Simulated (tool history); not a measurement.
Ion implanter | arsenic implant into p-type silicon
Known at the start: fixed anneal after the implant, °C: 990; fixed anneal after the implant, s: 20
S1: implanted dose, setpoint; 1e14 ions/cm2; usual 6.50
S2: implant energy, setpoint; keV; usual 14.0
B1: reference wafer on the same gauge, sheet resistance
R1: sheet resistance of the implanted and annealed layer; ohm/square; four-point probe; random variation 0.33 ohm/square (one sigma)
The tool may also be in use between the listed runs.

run,hour,S1,S2,B1,R1
1,0.0,6.50,14.0,201.99,175.67
2,6.7,6.50,14.0,202.09,176.20
3,19.3,6.50,14.0,201.86,175.88
4,35.3,6.50,14.0,202.06,175.19
5,49.4,6.50,14.0,201.94,175.10
6,92.9,6.50,14.0,202.17,175.10
7,108.4,6.50,14.0,201.90,175.24
8,119.3,6.50,14.0,202.09,174.86
9,126.5,6.00,14.0,201.94,183.36
# hour 136.1: gauge calibrated
10,177.8,6.00,14.0,202.03,183.20
11,190.1,5.93,12.0,202.10,188.44
12,201.6,5.93,12.0,202.01,188.37
13,218.2,5.93,12.0,202.03,187.83
# hour 241.2: extraction supply calibrated
14,241.7,6.50,14.0,201.95,175.22
15,242.0,6.50,11.5,202.09,180.22
16,250.5,5.19,14.0,201.96,200.25
17,260.9,7.10,11.5,201.96,172.26
# hour 270.0: Faraday cup replaced and dose calibrated
18,278.2,5.13,10.5,201.92,214.88
19,287.0,6.50,9.5,202.03,189.29
20,305.0,6.50,14.0,201.88,179.51
21,322.5,4.78,11.0,201.82,224.31
22,347.0,5.13,16.0,202.18,204.41
23,357.4,7.56,14.0,202.11,165.17
24,370.2,6.50,14.0,202.05,179.34
25,386.4,6.50,14.0,202.04,179.35
# hour 393.6: gauge calibrated
26,397.3,6.50,14.0,201.94,179.12
27,414.1,4.66,16.0,201.82,218.13
28,426.7,4.73,10.0,202.06,227.31

3 ways to go on from here, each from the tool as it stands after run 28. What would each give?
A,427.1,4.74,14.0,?,?
B,427.1,8.28,12.5,?,?
C,427.1,7.71,14.0,?,?

run,B1,R1
A,201.92,219.02
B,201.92,161.11
C,201.92,163.24
Without the tool's hidden state the same runs would have given:
run,R1
A,219.59
B,161.39
C,163.55

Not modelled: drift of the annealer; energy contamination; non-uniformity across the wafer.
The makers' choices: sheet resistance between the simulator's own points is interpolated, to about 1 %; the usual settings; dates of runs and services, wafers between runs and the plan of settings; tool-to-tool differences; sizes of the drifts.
